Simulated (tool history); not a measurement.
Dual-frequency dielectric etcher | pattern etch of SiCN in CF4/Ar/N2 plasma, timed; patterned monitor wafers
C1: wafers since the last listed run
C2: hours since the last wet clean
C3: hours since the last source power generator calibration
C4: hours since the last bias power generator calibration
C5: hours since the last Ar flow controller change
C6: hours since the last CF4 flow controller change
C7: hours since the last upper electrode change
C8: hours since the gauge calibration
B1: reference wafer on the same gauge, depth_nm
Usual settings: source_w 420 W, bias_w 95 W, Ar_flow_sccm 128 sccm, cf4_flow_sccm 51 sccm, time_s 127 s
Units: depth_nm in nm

{"run": 1, "hour": 0.0, "source_w": 420, "bias_w": 95, "Ar_flow_sccm": 128, "cf4_flow_sccm": 51, "time_s": 127, "C1": 0, "C2": 446.2, "C3": 3607.3, "C4": 1267.1, "C5": 2953.5, "C6": 2329.2, "C7": 5482.6, "C8": 128.9, "B1": 108.3, "depth_nm": 97.7}
{"run": 2, "hour": 9.3, "source_w": 420, "bias_w": 95, "Ar_flow_sccm": 128, "cf4_flow_sccm": 51, "time_s": 127, "C1": 48, "C2": 455.5, "C3": 3616.6, "C4": 1276.4, "C5": 2962.8, "C6": 2338.5, "C7": 5491.9, "C8": 138.2, "B1": 108.2, "depth_nm": 97.2}
{"run": 3, "hour": 23.0, "source_w": 420, "bias_w": 95, "Ar_flow_sccm": 128, "cf4_flow_sccm": 51, "time_s": 127, "C1": 71, "C2": 469.2, "C3": 3630.3, "C4": 1290.1, "C5": 2976.5, "C6": 2352.2, "C7": 5505.6, "C8": 151.9, "B1": 108.3, "depth_nm": 97.1}
{"run": 4, "hour": 34.8, "source_w": 420, "bias_w": 95, "Ar_flow_sccm": 103, "cf4_flow_sccm": 51, "time_s": 127, "C1": 61, "C2": 481, "C3": 3642.1, "C4": 1301.9, "C5": 2988.3, "C6": 2364, "C7": 5517.4, "C8": 163.7, "B1": 108.3, "depth_nm": 102.7}
{"run": 5, "hour": 52.6, "source_w": 420, "bias_w": 95, "Ar_flow_sccm": 128, "cf4_flow_sccm": 51, "time_s": 127, "C1": 92, "C2": 498.8, "C3": 3659.9, "C4": 1319.7, "C5": 3006.1, "C6": 2381.8, "C7": 5535.2, "C8": 181.5, "B1": 108.1, "depth_nm": 97.1}
{"run": 6, "hour": 65.1, "source_w": 420, "bias_w": 95, "Ar_flow_sccm": 128, "cf4_flow_sccm": 51, "time_s": 139, "C1": 64, "C2": 511.3, "C3": 3672.4, "C4": 1332.2, "C5": 3018.6, "C6": 2394.3, "C7": 5547.7, "C8": 194, "B1": 108.2, "depth_nm": 106.1}
{"hour": 68.4, "done": "gauge calibrated"}
{"run": 7, "hour": 79.2, "source_w": 420, "bias_w": 95, "Ar_flow_sccm": 128, "cf4_flow_sccm": 51, "time_s": 127, "C1": 73, "C2": 525.4, "C3": 3686.5, "C4": 1346.3, "C5": 3032.7, "C6": 2408.4, "C7": 5561.8, "C8": 10.8, "B1": 108.2, "depth_nm": 97.6}
{"run": 8, "hour": 94.2, "source_w": 420, "bias_w": 95, "Ar_flow_sccm": 136, "cf4_flow_sccm": 51, "time_s": 127, "C1": 77, "C2": 540.4, "C3": 3701.5, "C4": 1361.3, "C5": 3047.7, "C6": 2423.4, "C7": 5576.8, "C8": 25.8, "B1": 108.1, "depth_nm": 96}
{"run": 9, "hour": 102.9, "source_w": 420, "bias_w": 95, "Ar_flow_sccm": 128, "cf4_flow_sccm": 51, "time_s": 127, "C1": 45, "C2": 549.1, "C3": 3710.2, "C4": 1370, "C5": 3056.4, "C6": 2432.1, "C7": 5585.5, "C8": 34.5, "B1": 108.3, "depth_nm": 97.1}
{"hour": 110.1, "done": "Ar flow controller replaced"}
{"hour": 121.8, "done": "CF4 flow controller replaced"}
{"hour": 123.2, "done": "bias power generator calibrated"}
{"hour": 139.6, "done": "upper electrode replaced"}
{"hour": 141.9, "done": "wet clean of the chamber"}
{"run": 10, "hour": 142.4, "source_w": 330, "bias_w": 95, "Ar_flow_sccm": 128, "cf4_flow_sccm": 51, "time_s": 145, "C1": 38, "C2": 0.5, "C3": 3749.7, "C4": 19.2, "C5": 32.3, "C6": 20.6, "C7": 2.8, "C8": 74, "B1": 108.4, "depth_nm": 90.4}
{"run": 11, "hour": 142.7, "source_w": 420, "bias_w": 95, "Ar_flow_sccm": 128, "cf4_flow_sccm": 51, "time_s": 127, "C1": 1, "C2": 0.8, "C3": 3750, "C4": 19.5, "C5": 32.6, "C6": 20.9, "C7": 3.1, "C8": 74.3, "B1": 108.2, "depth_nm": 97.2}
{"run": 12, "hour": 144.0, "source_w": 470, "bias_w": 95, "Ar_flow_sccm": 128, "cf4_flow_sccm": 51, "time_s": 103, "C1": 6, "C2": 2.1, "C3": 3751.3, "C4": 20.8, "C5": 33.9, "C6": 22.2, "C7": 4.4, "C8": 75.6, "B1": 108.1, "depth_nm": 86.5}
{"run": 13, "hour": 155.1, "source_w": 370, "bias_w": 103, "Ar_flow_sccm": 128, "cf4_flow_sccm": 51, "time_s": 127, "C1": 57, "C2": 13.2, "C3": 3762.4, "C4": 31.9, "C5": 45, "C6": 33.3, "C7": 15.5, "C8": 86.7, "B1": 108.1, "depth_nm": 89.1}
{"run": 14, "hour": 163.7, "source_w": 420, "bias_w": 95, "Ar_flow_sccm": 128, "cf4_flow_sccm": 51, "time_s": 127, "C1": 44, "C2": 21.8, "C3": 3771, "C4": 40.5, "C5": 53.6, "C6": 41.9, "C7": 24.1, "C8": 95.3, "B1": 108.1, "depth_nm": 97.5}
{"hour": 168.4, "done": "source power generator calibrated"}
{"run": 15, "hour": 172.8, "source_w": 420, "bias_w": 119, "Ar_flow_sccm": 128, "cf4_flow_sccm": 40, "time_s": 127, "C1": 26, "C2": 30.9, "C3": 4.4, "C4": 49.6, "C5": 62.7, "C6": 51, "C7": 33.2, "C8": 104.4, "B1": 108.3, "depth_nm": 96.8}
{"run": 16, "hour": 188.1, "source_w": 450, "bias_w": 95, "Ar_flow_sccm": 128, "cf4_flow_sccm": 51, "time_s": 127, "C1": 79, "C2": 46.2, "C3": 19.7, "C4": 64.9, "C5": 78, "C6": 66.3, "C7": 48.5, "C8": 119.7, "B1": 108.4, "depth_nm": 102.7}
{"run": 17, "hour": 205.0, "source_w": 420, "bias_w": 95, "Ar_flow_sccm": 160, "cf4_flow_sccm": 43, "time_s": 116, "C1": 87, "C2": 63.1, "C3": 36.6, "C4": 81.8, "C5": 94.9, "C6": 83.2, "C7": 65.4, "C8": 136.6, "B1": 108.1, "depth_nm": 81}
{"run": 18, "hour": 212.4, "source_w": 420, "bias_w": 87, "Ar_flow_sccm": 128, "cf4_flow_sccm": 56, "time_s": 127, "C1": 38, "C2": 70.5, "C3": 44, "C4": 89.2, "C5": 102.3, "C6": 90.6, "C7": 72.8, "C8": 144, "B1": 108.3, "depth_nm": 97.3}

4 ways to go on from here, each from the tool as it stands after run 18. What would each give?
{"run": "A", "hour": 212.9, "source_w": 420, "bias_w": 95, "Ar_flow_sccm": 140, "cf4_flow_sccm": 51, "time_s": 127, "C1": 2, "C2": 71, "C3": 44.5, "C4": 89.7, "C5": 102.8, "C6": 91.1, "C7": 73.3, "C8": 144.5, "B1": "?", "depth_nm": "?"}
{"run": "B", "hour": 212.9, "source_w": 450, "bias_w": 95, "Ar_flow_sccm": 128, "cf4_flow_sccm": 51, "time_s": 105, "C1": 2, "C2": 71, "C3": 44.5, "C4": 89.7, "C5": 102.8, "C6": 91.1, "C7": 73.3, "C8": 144.5, "B1": "?", "depth_nm": "?"}
{"run": "C", "hour": 212.9, "source_w": 370, "bias_w": 95, "Ar_flow_sccm": 144, "cf4_flow_sccm": 42, "time_s": 127, "C1": 2, "C2": 71, "C3": 44.5, "C4": 89.7, "C5": 102.8, "C6": 91.1, "C7": 73.3, "C8": 144.5, "B1": "?", "depth_nm": "?"}
{"run": "D", "hour": 212.9, "source_w": 460, "bias_w": 74, "Ar_flow_sccm": 152, "cf4_flow_sccm": 51, "time_s": 150, "C1": 2, "C2": 71, "C3": 44.5, "C4": 89.7, "C5": 102.8, "C6": 91.1, "C7": 73.3, "C8": 144.5, "B1": "?", "depth_nm": "?"}

run=A B1=108.2 depth_nm=95.7
run=B B1=108.2 depth_nm=85.8
run=C B1=108.2 depth_nm=81.2
run=D B1=108.2 depth_nm=113
Without the tool's hidden state the same runs would have given:
run=A depth_nm=95.7
run=B depth_nm=85.8
run=C depth_nm=81.2
run=D depth_nm=113

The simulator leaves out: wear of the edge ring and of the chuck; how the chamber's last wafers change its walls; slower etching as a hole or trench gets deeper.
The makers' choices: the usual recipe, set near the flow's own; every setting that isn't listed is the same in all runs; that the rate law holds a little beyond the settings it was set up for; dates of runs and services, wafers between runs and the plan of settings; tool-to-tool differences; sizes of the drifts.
